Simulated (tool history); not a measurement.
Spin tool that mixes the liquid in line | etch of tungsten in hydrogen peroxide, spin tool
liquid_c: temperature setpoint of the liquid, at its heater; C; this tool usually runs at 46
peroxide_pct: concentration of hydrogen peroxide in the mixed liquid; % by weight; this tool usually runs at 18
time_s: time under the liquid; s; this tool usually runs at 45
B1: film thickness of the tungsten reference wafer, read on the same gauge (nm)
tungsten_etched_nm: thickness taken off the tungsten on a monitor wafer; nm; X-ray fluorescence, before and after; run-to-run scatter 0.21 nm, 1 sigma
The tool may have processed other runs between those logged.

{"run": 1, "hour": 0.0, "liquid_c": 40.5, "peroxide_pct": 18, "time_s": 45, "B1": 120.03, "tungsten_etched_nm": 42.32}
{"run": 2, "hour": 10.2, "liquid_c": 40.5, "peroxide_pct": 18, "time_s": 45, "B1": 120.02, "tungsten_etched_nm": 42.26}
{"run": 3, "hour": 25.6, "liquid_c": 46, "peroxide_pct": 18, "time_s": 30, "B1": 120.01, "tungsten_etched_nm": 39.84}
{"run": 4, "hour": 36.5, "liquid_c": 46, "peroxide_pct": 18, "time_s": 30, "B1": 120.02, "tungsten_etched_nm": 39.75}
{"run": 5, "hour": 48.3, "liquid_c": 46, "peroxide_pct": 18, "time_s": 60, "B1": 119.99, "tungsten_etched_nm": 79.91}
{"run": 6, "hour": 54.9, "liquid_c": 46, "peroxide_pct": 18, "time_s": 60, "B1": 120, "tungsten_etched_nm": 79.54}
{"run": 7, "hour": 71.3, "liquid_c": 46, "peroxide_pct": 18, "time_s": 45, "B1": 119.99, "tungsten_etched_nm": 60.06}
{"hour": 84.5, "done": "heated supply line repaired"}
{"run": 8, "hour": 85.2, "liquid_c": 46, "peroxide_pct": 18, "time_s": 45, "B1": 119.94, "tungsten_etched_nm": 60.16}
{"hour": 97.1, "done": "thermometer replaced"}
{"hour": 97.9, "done": "peroxide flow meter replaced"}
{"run": 9, "hour": 98.7, "liquid_c": 52.5, "peroxide_pct": 20, "time_s": 65, "B1": 119.98, "tungsten_etched_nm": 117.79}
{"run": 10, "hour": 109.0, "liquid_c": 52, "peroxide_pct": 22.5, "time_s": 60, "B1": 120.02, "tungsten_etched_nm": 111.68}
{"hour": 111.5, "done": "new drum of peroxide connected"}
{"run": 11, "hour": 118.7, "liquid_c": 46, "peroxide_pct": 18, "time_s": 45, "B1": 119.98, "tungsten_etched_nm": 53.63}
{"hour": 123.3, "done": "gauge calibrated"}
{"run": 12, "hour": 136.3, "liquid_c": 46, "peroxide_pct": 12.5, "time_s": 65, "B1": 120.01, "tungsten_etched_nm": 64.33}
{"run": 13, "hour": 142.4, "liquid_c": 42.5, "peroxide_pct": 12.5, "time_s": 55, "B1": 120, "tungsten_etched_nm": 44.24}
{"run": 14, "hour": 149.7, "liquid_c": 55, "peroxide_pct": 18, "time_s": 45, "B1": 119.98, "tungsten_etched_nm": 93.14}
{"run": 15, "hour": 164.9, "liquid_c": 41, "peroxide_pct": 20, "time_s": 45, "B1": 120.01, "tungsten_etched_nm": 41.08}
{"run": 16, "hour": 178.4, "liquid_c": 46, "peroxide_pct": 18, "time_s": 45, "B1": 120.05, "tungsten_etched_nm": 53.77}

Forecast each of these 3 alternatives for the next run:
{"run": "A", "hour": 178.8, "liquid_c": 46, "peroxide_pct": 18, "time_s": 65, "B1": "?", "tungsten_etched_nm": "?"}
{"run": "B", "hour": 178.8, "liquid_c": 43, "peroxide_pct": 22, "time_s": 45, "B1": "?", "tungsten_etched_nm": "?"}
{"run": "C", "hour": 178.8, "liquid_c": 54, "peroxide_pct": 15, "time_s": 60, "B1": "?", "tungsten_etched_nm": "?"}

run=A B1=120.03 tungsten_etched_nm=78.26
run=B B1=120.03 tungsten_etched_nm=49.56
run=C B1=120.03 tungsten_etched_nm=107.43
With no hidden state in the tool, these same runs would have given:
run=A tungsten_etched_nm=77.6
run=B tungsten_etched_nm=49.13
run=C tungsten_etched_nm=106.63

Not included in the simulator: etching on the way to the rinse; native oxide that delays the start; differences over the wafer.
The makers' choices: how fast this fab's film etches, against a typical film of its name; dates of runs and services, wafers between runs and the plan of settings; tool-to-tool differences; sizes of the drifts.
